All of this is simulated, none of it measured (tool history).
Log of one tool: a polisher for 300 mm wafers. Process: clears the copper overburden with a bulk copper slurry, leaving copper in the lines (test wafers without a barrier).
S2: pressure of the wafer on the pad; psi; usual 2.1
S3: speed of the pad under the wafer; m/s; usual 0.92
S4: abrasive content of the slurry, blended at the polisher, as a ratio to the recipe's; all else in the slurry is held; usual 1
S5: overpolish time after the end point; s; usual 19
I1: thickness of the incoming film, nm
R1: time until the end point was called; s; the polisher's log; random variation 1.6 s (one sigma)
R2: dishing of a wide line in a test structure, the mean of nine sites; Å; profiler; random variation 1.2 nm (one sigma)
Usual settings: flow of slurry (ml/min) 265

Run 1, day 0: usual settings; I1 893.4. Result: R1 122.3 s, R2 582 Å.
Run 2, day 3.683: usual settings; I1 911.3. Result: R1 129.5 s, R2 585 Å.
Run 3, day 6.975: usual settings; I1 907. Result: R1 130.3 s, R2 583 Å.
At day 7.433: slurry blender recalibrated.
Run 4, day 11.317: usual settings but flow of slurry (ml/min) 240; I1 916.6. Result: R1 135.5 s, R2 582 Å.
At day 11.788: worn pad replaced by a new one, of another model than before.
At day 12.367: head pressure recalibrated.
Run 5, day 14.438: usual settings but S2 2.5 psi, S3 1.08 m/s; I1 886.6. Result: R1 99.7 s, R2 659 Å.
Run 6, day 17.442: usual settings but S2 2.5 psi, S3 1.08 m/s; I1 907.7. Result: R1 107.2 s, R2 661 Å.
At day 20.7: slurry nozzle cleaned.
Run 7, day 21.758: usual settings; I1 902.5. Result: R1 126.7 s, R2 579 Å.
Run 8, day 24.125: usual settings but S2 2.3 psi, S5 12 s; I1 902.8. Result: R1 116.2 s, R2 495 Å.
Run 9, day 27.038: usual settings; I1 913.2. Result: R1 127.5 s, R2 565 Å.
Run 10, day 29.5: usual settings but S5 27 s; I1 914. Result: R1 131.7 s, R2 660 Å.
At day 32.254: slurry blender recalibrated.
Run 11, day 33.312: usual settings; I1 911.9. Result: R1 136.7 s, R2 550 Å.
At day 33.704: worn pad replaced by a new one.
Run 12, day 36.85: usual settings but flow of slurry (ml/min) 195, S4 1.25; I1 900.6. Result: R1 154.3 s, R2 555 Å.
Run 13, day 38.642: usual settings but flow of slurry (ml/min) 355, S2 1.7 psi, S4 1.15, S5 23 s; I1 898.6. Result: R1 155.5 s, R2 554 Å.
Run 14, day 42.896: usual settings but S4 0.75, S5 14 s; I1 898.9. Result: R1 162 s, R2 421 Å.

The next listed run, before its measurement:
Run 15, day 46.546: usual settings but flow of slurry (ml/min) 310, S2 1.7 psi; I1 921.2. Result: R1 ?, R2 ?.

Run 15 gave R1 197.6 s, R2 470 Å.
Without the tool's hidden state the same run would have given R1 156.4 s, R2 531 Å.

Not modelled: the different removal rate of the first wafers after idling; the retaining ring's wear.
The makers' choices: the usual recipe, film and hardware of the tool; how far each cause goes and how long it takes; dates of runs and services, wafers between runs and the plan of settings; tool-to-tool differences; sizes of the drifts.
